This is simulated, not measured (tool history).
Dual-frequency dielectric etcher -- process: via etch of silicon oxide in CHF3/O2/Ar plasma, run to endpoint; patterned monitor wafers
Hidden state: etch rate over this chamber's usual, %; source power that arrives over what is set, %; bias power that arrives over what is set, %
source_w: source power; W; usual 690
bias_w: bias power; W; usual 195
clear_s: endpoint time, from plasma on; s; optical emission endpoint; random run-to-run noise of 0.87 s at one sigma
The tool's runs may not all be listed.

run   hour  source_w  bias_w  wafers since the last listed run  hours since the last wet clean  hours since the last source power generator calibration  hours since the last bias power generator calibration  hours since the last upper electrode change  incoming incoming film thickness, nm  clear_s
  1    0.0       690     209                                 0                           176.7                                                   2758.8                                                 1416.6                                       4079.9                                 635.3    278.5
  2   38.3       690     195                               111                           215.0                                                   2797.1                                                 1454.9                                       4118.2                                 633.1    284.9
  3  100.0       690     207                               179                           276.7                                                   2858.8                                                 1516.6                                       4179.9                                 637.0    279.4
  4  153.2       690     195                               154                           329.9                                                   2912.0                                                 1569.8                                       4233.1                                 635.9    281.7
  5  219.0       690     195                               191                           395.7                                                   2977.8                                                 1635.6                                       4298.9                                 638.5    282.5
  6  278.2       690     164                               172                           454.9                                                   3037.0                                                 1694.8                                       4358.1                                 636.0    294.5
  7  333.2       690     195                               159                           509.9                                                   3092.0                                                 1749.8                                       4413.1                                 628.3    275.7
  8  361.4       690     195                                81                           538.1                                                   3120.2                                                 1778.0                                       4441.3                                 634.6    279.3
     397.9  -- wet clean of the chamber
  9  405.1       690     195                                57                             7.2                                                   3163.9                                                 1821.7                                       4485.0                                 633.1    286.2
 10  442.7       550     175                               109                            44.8                                                   3201.5                                                 1859.3                                       4522.6                                 633.5    333.3
     464.4  -- bias power generator calibrated
     470.1  -- source power generator calibrated
 11  484.3       820     195                                97                            86.4                                                     14.2                                                   19.9                                       4564.2                                 642.5    266.0
 12  513.7       770     195                                85                           115.8                                                     43.6                                                   49.3                                       4593.6                                 634.7    269.9
 13  564.6       790     215                               147                           166.7                                                     94.5                                                  100.2                                       4644.5                                 629.0    255.7
     602.1  -- upper electrode replaced
 14  606.2       850     210                                51                           208.3                                                    136.1                                                  141.8                                          4.1                                 637.6    252.6
 15  635.3       690     195                                84                           237.4                                                    165.2                                                  170.9                                         33.2                                 644.3    289.5
 16  702.7       840     195                               195                           304.8                                                    232.6                                                  238.3                                        100.6                                 634.8    256.5
 17  730.1       850     170                                79                           332.2                                                    260.0                                                  265.7                                        128.0                                 635.6    264.1
 18  787.1       690     216                               165                           389.2                                                    317.0                                                  322.7                                        185.0                                 637.1    274.5

Below are 4 alternative next runs, each starting from the tool's condition after run 18. Predict each:
  A  787.6       690     195                                 1                           389.7                                                    317.5                                                  323.2                                        185.5                                 639.8        ?
  B  787.6       580     181                                 1                           389.7                                                    317.5                                                  323.2                                        185.5                                 639.8        ?
  C  787.6       640     241                                 1                           389.7                                                    317.5                                                  323.2                                        185.5                                 639.8        ?
  D  787.6       840     240                                 1                           389.7                                                    317.5                                                  323.2                                        185.5                                 639.8        ?

run  clear_s
  A    283.5
  B    318.1
  C    276.9
  D    241.6
Stripped of hidden state, with their random variation kept, the same runs would have yielded:
run  clear_s
  A    290.8
  B    326.3
  C    284.0
  D    247.8

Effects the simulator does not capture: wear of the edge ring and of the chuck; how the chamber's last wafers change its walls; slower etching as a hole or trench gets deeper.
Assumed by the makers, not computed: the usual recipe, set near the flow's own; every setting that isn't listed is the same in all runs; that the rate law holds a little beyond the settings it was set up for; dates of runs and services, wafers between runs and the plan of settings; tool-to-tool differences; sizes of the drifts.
